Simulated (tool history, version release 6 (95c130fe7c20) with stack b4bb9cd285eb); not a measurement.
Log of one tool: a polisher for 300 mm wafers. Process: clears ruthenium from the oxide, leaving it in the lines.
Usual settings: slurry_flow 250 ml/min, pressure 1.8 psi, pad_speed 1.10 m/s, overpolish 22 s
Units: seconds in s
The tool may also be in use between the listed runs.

run	hour	slurry_flow	pressure	pad_speed	overpolish	wafers since the last listed run	wafers polished on this pad	hours since the slurry nozzle was cleaned	hours since the head pressure was calibrated	incoming thickness of the incoming film, nm	seconds
1	0.0	250	1.8	1.10	22	0	652	647.9	698.3	90.4	70.0
# hour 5.2: head pressure recalibrated
2	65.2	250	1.8	1.10	22	679	1331	713.1	60.0	90.6	76.5
3	89.7	250	1.8	1.10	22	263	1595	737.6	84.5	89.7	76.5
4	121.4	250	1.8	1.10	22	341	1936	769.3	116.2	88.4	76.0
5	170.4	250	1.8	1.10	22	527	2463	818.3	165.2	89.8	77.5
6	223.1	250	1.8	1.10	22	566	3030	871.0	217.9	90.9	77.4
# hour 229.5: slurry nozzle cleaned
# hour 265.0: worn pad replaced by a new one
7	289.1	250	1.8	1.10	22	656	259	59.6	283.9	88.7	71.4
8	358.9	250	1.8	1.10	22	750	1010	129.4	353.7	89.6	71.7
9	384.3	250	1.8	1.10	22	273	1283	154.8	379.1	89.4	72.3
10	421.6	250	1.8	1.10	22	401	1684	192.1	416.4	89.7	74.7
11	466.6	250	1.8	1.10	22	484	2169	237.1	461.4	89.4	73.9
12	505.5	250	1.8	1.10	22	418	2587	276.0	500.3	91.4	75.9
# hour 546.9: worn pad replaced by a new one
13	547.9	250	1.8	1.10	22	413	10	318.4	542.7	89.8	67.3
14	619.2	250	1.8	1.10	22	767	777	389.7	614.0	89.9	71.0
15	667.6	250	1.8	1.10	22	520	1298	438.1	662.4	89.7	70.1
16	709.0	250	1.8	1.10	22	445	1743	479.5	703.8	89.3	72.7
17	749.8	250	2.0	1.10	28	438	2182	520.3	744.6	90.0	66.8
18	786.0	335	2.3	1.10	22	389	2571	556.5	780.8	90.4	59.1
# hour 796.1: head pressure recalibrated
19	812.6	215	2.0	0.96	31	264	2836	583.1	16.5	89.9	84.2
# hour 872.1: worn pad replaced by a new one
20	874.3	250	1.8	1.10	22	620	24	644.8	78.2	90.1	73.3
21	932.9	220	2.1	1.24	12	630	654	703.4	136.8	89.9	58.6
# hour 984.9: slurry nozzle cleaned
22	1002.8	275	1.8	1.42	22	741	1395	17.9	206.7	90.9	58.2
23	1056.8	325	1.5	1.34	22	580	1976	71.9	260.7	90.2	70.4
24	1096.5	250	1.8	1.32	26	427	2403	111.6	300.4	89.5	63.3
# hour 1150.3: worn pad replaced by a new one
25	1243.8	335	1.3	1.10	22	1541	1005	258.9	447.7	90.7	89.0
26	1302.1	250	1.3	0.96	34	627	1632	317.2	506.0	88.9	104.1
27	1365.6	250	2.3	1.10	22	683	2316	380.7	569.5	90.9	58.7
28	1430.7	250	1.8	0.86	13	700	3016	445.8	634.6	89.8	94.2

What the log doesn't show, run by run:
slurry flow missing at the pad, %: 0 in every run
H1: removal rate lost through wear of the pad, %
H2: deviation of the head's pressure from its setpoint, %
run	H1	H2
1	1.81	11.6
2	3.64	1.12
3	4.33	2.02
4	5.23	3.06
5	6.61	4.45
6	8.09	5.67
7	2.58	6.89
8	4.55	7.89
9	5.27	8.2
10	6.32	8.59
11	7.58	9
12	8.68	9.3
13	0.467	9.58
14	2.48	9.96
15	3.84	10.2
16	5.01	10.3
17	6.16	10.4
18	7.18	10.5
19	7.93	0.879
20	1.35	3.37
21	3	5.24
22	4.97	7
23	6.49	8.07
24	7.61	8.72
25	2.87	10.4
26	4.51	10.9
27	6.3	11.3
28	8.14	11.6

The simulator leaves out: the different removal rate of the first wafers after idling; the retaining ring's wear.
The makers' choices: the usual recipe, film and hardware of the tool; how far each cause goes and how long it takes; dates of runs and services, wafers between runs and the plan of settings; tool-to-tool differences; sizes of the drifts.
